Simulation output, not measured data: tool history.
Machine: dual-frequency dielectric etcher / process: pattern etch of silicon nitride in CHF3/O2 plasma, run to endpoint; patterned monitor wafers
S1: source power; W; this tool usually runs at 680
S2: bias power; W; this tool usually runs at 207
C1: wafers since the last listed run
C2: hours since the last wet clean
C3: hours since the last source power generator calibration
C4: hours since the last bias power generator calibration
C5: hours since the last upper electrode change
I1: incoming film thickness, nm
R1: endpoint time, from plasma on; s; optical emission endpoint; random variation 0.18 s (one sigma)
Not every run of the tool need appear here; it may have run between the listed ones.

run   hour   S1   S2    C1     C2      C3      C4      C5    I1    R1
  1      0  680  207     0  280.2  2582.9  3811.6  3406.3  92.8  61.7
  2   48.6  680  207   682  328.8  2631.5  3860.2  3454.9  93.5  62.2
     114.7  -- wet clean of the chamber
  3  115.2  680  192   598    0.5  2698.1  3926.8  3521.5  93.3  61.2
  4  143.5  680  207   397   28.8  2726.4  3955.1  3549.8  93.7  60.3
  5  180.9  680  207   525   66.2  2763.8  3992.5  3587.2    93  60.1
  6  348.6  680  207  2355  233.9  2931.5  4160.2  3754.9  93.5  61.6
  7  375.3  680  207   375  260.6  2958.2  4186.9  3781.6  93.3  61.6
  8  399.4  680  207   338  284.7  2982.3    4211  3805.7  93.6  61.9
  9    445  680  207   640  330.3  3027.9  4256.6  3851.3  92.9  61.7
     484.6  -- wet clean of the chamber
     492.3  -- source power generator calibrated
 10  496.8  680  207   334   12.2     4.5  4308.4  3903.1  93.3  60.9
 11  561.2  680  207   904   76.6    68.9  4372.8  3967.5    93  61.2
 12  607.9  680  207   655  123.3   115.6  4419.5  4014.2  93.3  61.8
 13  670.9  680  207   884  186.3   178.6  4482.5  4077.2  92.7  61.2
 14  700.7  680  207   418  216.1   208.4  4512.3    4107    94  62.8

Estimate the outcome of run 15 from the log above:
     714.1  -- bias power generator calibrated
 15   752  680  207  664  267.4  259.7  37.9  4158.3  93.5   ?

Run 15 produced R1 62.5 s.
With no hidden state in the tool, this same run would have given R1 61.4 s.

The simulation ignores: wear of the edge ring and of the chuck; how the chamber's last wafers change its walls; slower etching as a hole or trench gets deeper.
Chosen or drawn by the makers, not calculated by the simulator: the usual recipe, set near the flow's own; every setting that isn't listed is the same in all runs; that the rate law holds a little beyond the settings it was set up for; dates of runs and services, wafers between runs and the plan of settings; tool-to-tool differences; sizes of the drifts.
